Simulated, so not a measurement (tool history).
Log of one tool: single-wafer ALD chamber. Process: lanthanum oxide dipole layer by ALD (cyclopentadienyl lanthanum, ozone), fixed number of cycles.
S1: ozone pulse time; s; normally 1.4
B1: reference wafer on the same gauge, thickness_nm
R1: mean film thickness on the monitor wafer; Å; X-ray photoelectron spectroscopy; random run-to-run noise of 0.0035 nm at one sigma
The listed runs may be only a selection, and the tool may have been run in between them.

{"run": 1, "hour": 0.0, "S1": 1.69, "B1": 0.552, "R1": 6.02}
{"run": 2, "hour": 51.3, "S1": 1.69, "B1": 0.552, "R1": 6.04}
{"run": 3, "hour": 157.1, "S1": 0.99, "B1": 0.552, "R1": 5.18}
{"run": 4, "hour": 198.7, "S1": 0.99, "B1": 0.551, "R1": 5.07}
{"run": 5, "hour": 305.7, "S1": 0.99, "B1": 0.551, "R1": 5.66}
{"run": 6, "hour": 391.6, "S1": 1.4, "B1": 0.552, "R1": 5.97}
{"run": 7, "hour": 484.7, "S1": 1.4, "B1": 0.551, "R1": 5.93}
{"run": 8, "hour": 547.8, "S1": 1.4, "B1": 0.551, "R1": 5.9}
{"run": 9, "hour": 641.0, "S1": 1.4, "B1": 0.552, "R1": 5.93}
{"run": 10, "hour": 700.7, "S1": 1.4, "B1": 0.552, "R1": 5.89}
{"run": 11, "hour": 786.9, "S1": 1.4, "B1": 0.552, "R1": 5.75}
{"run": 12, "hour": 836.6, "S1": 1.4, "B1": 0.552, "R1": 5.75}
{"run": 13, "hour": 889.9, "S1": 1.4, "B1": 0.552, "R1": 5.63}
{"run": 14, "hour": 956.0, "S1": 1.4, "B1": 0.552, "R1": 6.02}
{"run": 15, "hour": 1006.5, "S1": 1.88, "B1": 0.552, "R1": 6.21}
{"run": 16, "hour": 1207.6, "S1": 1.7, "B1": 0.552, "R1": 6.15}
{"run": 17, "hour": 1288.9, "S1": 1.4, "B1": 0.552, "R1": 5.92}
{"run": 18, "hour": 1364.9, "S1": 1.4, "B1": 0.553, "R1": 5.8}
{"run": 19, "hour": 1446.4, "S1": 1.4, "B1": 0.553, "R1": 5.8}
{"run": 20, "hour": 1507.0, "S1": 1.17, "B1": 0.552, "R1": 5.44}
{"run": 21, "hour": 1557.3, "S1": 1.4, "B1": 0.552, "R1": 5.96}
{"run": 22, "hour": 1614.0, "S1": 1.2, "B1": 0.552, "R1": 5.87}
{"run": 23, "hour": 1663.0, "S1": 1.4, "B1": 0.553, "R1": 6.06}
{"run": 24, "hour": 1726.9, "S1": 1.08, "B1": 0.552, "R1": 5.66}
{"run": 25, "hour": 1834.8, "S1": 1.4, "B1": 0.552, "R1": 5.99}
{"run": 26, "hour": 1992.7, "S1": 1.9, "B1": 0.552, "R1": 6.19}
{"run": 27, "hour": 2056.9, "S1": 1.73, "B1": 0.552, "R1": 6.12}
{"run": 28, "hour": 2158.8, "S1": 1.82, "B1": 0.552, "R1": 6.02}

Removed from this log: 6 entries logged between the listed runs. Between which two listed runs does each belong, and how does the tool's hidden state at the listed run before it compare with that at the listed run after it?
Between runs 4 and 5: ozone generator serviced (hour 229.3)
  ozone dose above that of a generator just serviced (%): -32.8 -> -2.92
  the result without the hidden state subtracted from the measured one, R1: -0.59 -> -0.04 Å
Between runs 13 and 14: ozone generator serviced (hour 900.4); thermocouple changed; heater temperature recalibrated (hour 915.7)
  ozone dose above that of a generator just serviced (%): -30.2 -> -1.24
  the result without the hidden state subtracted from the measured one, R1: -0.38 -> -0.02 Å
Between runs 15 and 16: showerhead replaced (hour 1133); gauge calibrated (hour 1175)
  ozone dose above that of a generator just serviced (%): -1.76 -> -7.02
  the result without the hidden state subtracted from the measured one, R1: -0.01 -> -0.05 Å
Between runs 20 and 21: ozone generator serviced (hour 1556.8)
  ozone dose above that of a generator just serviced (%): -24.4 -> -0.315
  the result without the hidden state subtracted from the measured one, R1: -0.35 -> -0.01 Å
